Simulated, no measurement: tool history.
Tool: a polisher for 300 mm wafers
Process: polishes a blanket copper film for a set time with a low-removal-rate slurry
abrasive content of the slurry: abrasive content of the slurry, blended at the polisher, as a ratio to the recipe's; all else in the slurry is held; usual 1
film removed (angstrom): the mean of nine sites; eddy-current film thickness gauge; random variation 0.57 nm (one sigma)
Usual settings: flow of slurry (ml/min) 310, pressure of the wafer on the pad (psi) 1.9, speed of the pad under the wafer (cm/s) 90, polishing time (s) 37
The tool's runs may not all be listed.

run	hour	flow of slurry (ml/min)	pressure of the wafer on the pad (psi)	speed of the pad under the wafer (cm/s)	abrasive content of the slurry	polishing time (s)	incoming thickness of the incoming film, nm	film removed (angstrom)
1	0	310	1.9	90	1	37	1335.9	679
2	19	310	1.9	90	1	37	1334.3	676
3	47.1	310	1.9	90	1	37	1320.1	666
4	70	310	1.9	90	1	37	1324.1	672
# hour 83.8: worn pad replaced by a new one
5	100.2	310	1.9	72	0.75	28	1322.6	410
6	117.6	310	2.4	90	1	41	1342.1	996
7	147.7	310	1.9	90	1	37	1346.1	699
8	167.2	310	2.5	90	1.15	37	1333.2	930
9	195.5	310	1.9	90	1	37	1305.7	684
10	207.9	355	1.7	104	1	43	1334.8	841
11	240.3	250	1.9	90	1.25	37	1318.2	678
12	268.2	310	1.9	90	1	37	1345.9	672
13	293.8	310	1.9	90	1	37	1304.2	666
14	327.3	310	1.9	90	1	37	1322.5	654
# hour 339.7: slurry blender recalibrated
# hour 340.7: worn pad replaced by a new one
15	353.5	280	2.5	120	1	43	1350.2	1419
16	373	380	1.7	62	1	37	1319.9	447
17	392.3	215	1.9	90	1	37	1352.7	664
18	426.9	310	1.9	90	1	37	1328.1	697
# hour 434.4: slurry nozzle cleaned
19	448.4	310	1.9	90	1	37	1330	685
20	483.6	310	1.9	90	1	37	1329.7	674
21	519	310	1.4	108	1.2	37	1324.1	603
22	537.4	310	1.9	80	1.25	37	1335.7	614
# hour 561: worn pad replaced by a new one
23	561.5	310	1.9	90	0.7	37	1315.6	678
24	592.2	310	1.5	90	1	25	1349	375
25	612.2	265	1.4	90	1	37	1339	519
26	629.8	310	1.9	100	1.1	28	1316.1	611
# hour 658.6: slurry blender recalibrated
27	662.9	310	1.9	90	1	37	1318.5	713
28	684.1	310	1.9	90	1	37	1320.9	699
29	710.5	310	2.6	90	1	44	1323.9	1126

Forecast each of these 5 alternatives for the next run:
A	710.9	310	1.9	90	1	37	1312.1	?
B	710.9	310	1.9	90	1	41	1312.1	?
C	710.9	410	1.9	90	1.25	37	1312.1	?
D	710.9	310	1.9	106	1	37	1312.1	?
E	710.9	400	2.5	90	0.7	37	1312.1	?

run	film removed (angstrom)
A	686
B	761
C	728
D	805
E	874
Without the tool's hidden state the same runs would have given:
run	film removed (angstrom)
A	715
B	792
C	758
D	839
E	910

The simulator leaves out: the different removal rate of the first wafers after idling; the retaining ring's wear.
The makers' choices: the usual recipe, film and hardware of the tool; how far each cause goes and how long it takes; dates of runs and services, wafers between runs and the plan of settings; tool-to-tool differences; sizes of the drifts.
